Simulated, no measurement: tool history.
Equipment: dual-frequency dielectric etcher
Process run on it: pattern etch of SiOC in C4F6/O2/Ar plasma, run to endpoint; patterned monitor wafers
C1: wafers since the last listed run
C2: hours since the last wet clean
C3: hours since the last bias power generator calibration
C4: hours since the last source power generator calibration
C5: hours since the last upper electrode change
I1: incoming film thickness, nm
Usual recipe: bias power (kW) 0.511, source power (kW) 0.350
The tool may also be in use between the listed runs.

Run 1, hour 0.0: usual settings; C1 0; C2 279.2; C3 2584.1; C4 2316.9; C5 3005.2; I1 47.02. Result: endpoint time (s) 16.9.
Run 2, hour 7.5: usual settings; C1 99; C2 286.7; C3 2591.6; C4 2324.4; C5 3012.7; I1 46.98. Result: endpoint time (s) 16.8.
Run 3, hour 21.9: usual settings; C1 191; C2 301.1; C3 2606.0; C4 2338.8; C5 3027.1; I1 46.74. Result: endpoint time (s) 16.7.
Run 4, hour 38.4: usual settings; C1 219; C2 317.6; C3 2622.5; C4 2355.3; C5 3043.6; I1 46.30. Result: endpoint time (s) 16.4.
Run 5, hour 45.6: usual settings; C1 95; C2 324.8; C3 2629.7; C4 2362.5; C5 3050.8; I1 46.08. Result: endpoint time (s) 16.6.
Run 6, hour 62.5: usual settings; C1 225; C2 341.7; C3 2646.6; C4 2379.4; C5 3067.7; I1 46.69. Result: endpoint time (s) 16.6.
Run 7, hour 77.5: usual settings; C1 199; C2 356.7; C3 2661.6; C4 2394.4; C5 3082.7; I1 47.02. Result: endpoint time (s) 16.7.
Run 8, hour 100.8: usual settings but source power (kW) 0.320; C1 310; C2 380.0; C3 2684.9; C4 2417.7; C5 3106.0; I1 46.51. Result: endpoint time (s) 17.4.
Run 9, hour 118.3: usual settings but bias power (kW) 0.547; C1 233; C2 397.5; C3 2702.4; C4 2435.2; C5 3123.5; I1 46.06. Result: endpoint time (s) 16.2.
Run 10, hour 157.4: usual settings but bias power (kW) 0.547; C1 521; C2 436.6; C3 2741.5; C4 2474.3; C5 3162.6; I1 46.45. Result: endpoint time (s) 16.3.
Run 11, hour 170.1: usual settings but bias power (kW) 0.547; C1 169; C2 449.3; C3 2754.2; C4 2487.0; C5 3175.3; I1 46.72. Result: endpoint time (s) 16.7.
Run 12, hour 183.6: usual settings; C1 179; C2 462.8; C3 2767.7; C4 2500.5; C5 3188.8; I1 46.56. Result: endpoint time (s) 16.6.
Run 13, hour 197.2: usual settings; C1 181; C2 476.4; C3 2781.3; C4 2514.1; C5 3202.4; I1 46.88. Result: endpoint time (s) 16.9.
Run 14, hour 209.5: usual settings; C1 163; C2 488.7; C3 2793.6; C4 2526.4; C5 3214.7; I1 46.74. Result: endpoint time (s) 17.0.
Run 15, hour 223.5: usual settings but bias power (kW) 0.469, source power (kW) 0.280; C1 186; C2 502.7; C3 2807.6; C4 2540.4; C5 3228.7; I1 46.61. Result: endpoint time (s) 19.2.
Run 16, hour 234.5: usual settings but bias power (kW) 0.605; C1 146; C2 513.7; C3 2818.6; C4 2551.4; C5 3239.7; I1 46.47. Result: endpoint time (s) 16.0.
At hour 267.9: source power generator calibrated.
Run 17, hour 279.2: usual settings but bias power (kW) 0.636, source power (kW) 0.310; C1 542; C2 558.4; C3 2863.3; C4 11.3; C5 3284.4; I1 46.98. Result: endpoint time (s) 16.6.
At hour 284.0: bias power generator calibrated.
At hour 313.9: upper electrode replaced.
Run 18, hour 314.4: usual settings but bias power (kW) 0.552, source power (kW) 0.270; C1 95; C2 593.6; C3 30.4; C4 46.5; C5 0.5; I1 46.81. Result: endpoint time (s) 18.7.
Run 19, hour 314.7: usual settings but bias power (kW) 0.592, source power (kW) 0.420; C1 3; C2 593.9; C3 30.7; C4 46.8; C5 0.8; I1 45.99. Result: endpoint time (s) 14.7.
At hour 366.7: wet clean of the chamber.
Run 20, hour 367.2: usual settings but source power (kW) 0.310; C1 379; C2 0.5; C3 83.2; C4 99.3; C5 53.3; I1 46.84. Result: endpoint time (s) 17.4.
Run 21, hour 367.5: usual settings but source power (kW) 0.380; C1 3; C2 0.8; C3 83.5; C4 99.6; C5 53.6; I1 46.83. Result: endpoint time (s) 15.7.
Run 22, hour 369.4: usual settings; C1 25; C2 2.7; C3 85.4; C4 101.5; C5 55.5; I1 46.74. Result: endpoint time (s) 16.4.
Run 23, hour 385.3: usual settings; C1 211; C2 18.6; C3 101.3; C4 117.4; C5 71.4; I1 46.36. Result: endpoint time (s) 16.3.
Run 24, hour 401.9: usual settings but bias power (kW) 0.599, source power (kW) 0.400; C1 221; C2 35.2; C3 117.9; C4 134.0; C5 88.0; I1 46.98. Result: endpoint time (s) 14.7.
Run 25, hour 413.0: usual settings but bias power (kW) 0.592, source power (kW) 0.310; C1 147; C2 46.3; C3 129.0; C4 145.1; C5 99.1; I1 47.10. Result: endpoint time (s) 16.6.
Run 26, hour 429.9: usual settings but source power (kW) 0.430; C1 225; C2 63.2; C3 145.9; C4 162.0; C5 116.0; I1 46.58. Result: endpoint time (s) 15.1.
Run 27, hour 440.7: usual settings but bias power (kW) 0.552, source power (kW) 0.380; C1 143; C2 74.0; C3 156.7; C4 172.8; C5 126.8; I1 46.62. Result: endpoint time (s) 15.6.
Run 28, hour 450.1: usual settings but bias power (kW) 0.549; C1 125; C2 83.4; C3 166.1; C4 182.2; C5 136.2; I1 46.52. Result: endpoint time (s) 16.1.
Run 29, hour 460.5: usual settings but bias power (kW) 0.446, source power (kW) 0.270; C1 138; C2 93.8; C3 176.5; C4 192.6; C5 146.6; I1 46.48. Result: endpoint time (s) 19.1.
Run 30, hour 478.3: usual settings; C1 237; C2 111.6; C3 194.3; C4 210.4; C5 164.4; I1 46.74. Result: endpoint time (s) 16.5.
Run 31, hour 495.6: usual settings but bias power (kW) 0.391, source power (kW) 0.260; C1 230; C2 128.9; C3 211.6; C4 227.7; C5 181.7; I1 46.76. Result: endpoint time (s) 20.5.
Run 32, hour 502.3: usual settings but bias power (kW) 0.545, source power (kW) 0.270; C1 89; C2 135.6; C3 218.3; C4 234.4; C5 188.4; I1 47.06. Result: endpoint time (s) 18.4.
Run 33, hour 517.0: usual settings; C1 195; C2 150.3; C3 233.0; C4 249.1; C5 203.1; I1 46.68. Result: endpoint time (s) 16.5.
Run 34, hour 534.3: usual settings but bias power (kW) 0.587; C1 230; C2 167.6; C3 250.3; C4 266.4; C5 220.4; I1 47.25. Result: endpoint time (s) 16.0.
Run 35, hour 546.5: usual settings but bias power (kW) 0.462; C1 162; C2 179.8; C3 262.5; C4 278.6; C5 232.6; I1 46.62. Result: endpoint time (s) 17.2.

Selected run-to-run steps in endpoint time (s), each split into two signed amounts: the part the tool would show with no hidden state at all (from settings, incoming material and random variation), and the remainder, which goes to the hidden state together with any gauge scatter not common to the measured and the hidden-state-free results:
The tool's hidden condition here consists of: etch rate over this chamber's usual, %; bias power that arrives over what is set, %; source power that arrives over what is set, %.
Run 1 -> 2: no setting touched and nothing written in the log between the runs. endpoint time (s) -0.1: hidden state -0.1, all else +0.0.
Run 14 -> 15: bias power (kW) 0.511 -> 0.469, source power (kW) 0.350 -> 0.280. endpoint time (s) +2.2: hidden state +0.2, all else +2.0.
Run 15 -> 16: bias power (kW) 0.469 -> 0.605, source power (kW) 0.280 -> 0.350. endpoint time (s) -3.2: hidden state -0.1, all else -3.1.
Run 18 -> 19: bias power (kW) 0.552 -> 0.592, source power (kW) 0.270 -> 0.420. endpoint time (s) -4.0: hidden state -0.1, all else -3.9.
Run 19 -> 20: bias power (kW) 0.592 -> 0.511, source power (kW) 0.420 -> 0.310, wet clean of the chamber. endpoint time (s) +2.7: hidden state -0.5, all else +3.2.
Run 30 -> 31: bias power (kW) 0.511 -> 0.391, source power (kW) 0.350 -> 0.260. endpoint time (s) +4.0: hidden state +0.0, all else +4.0.
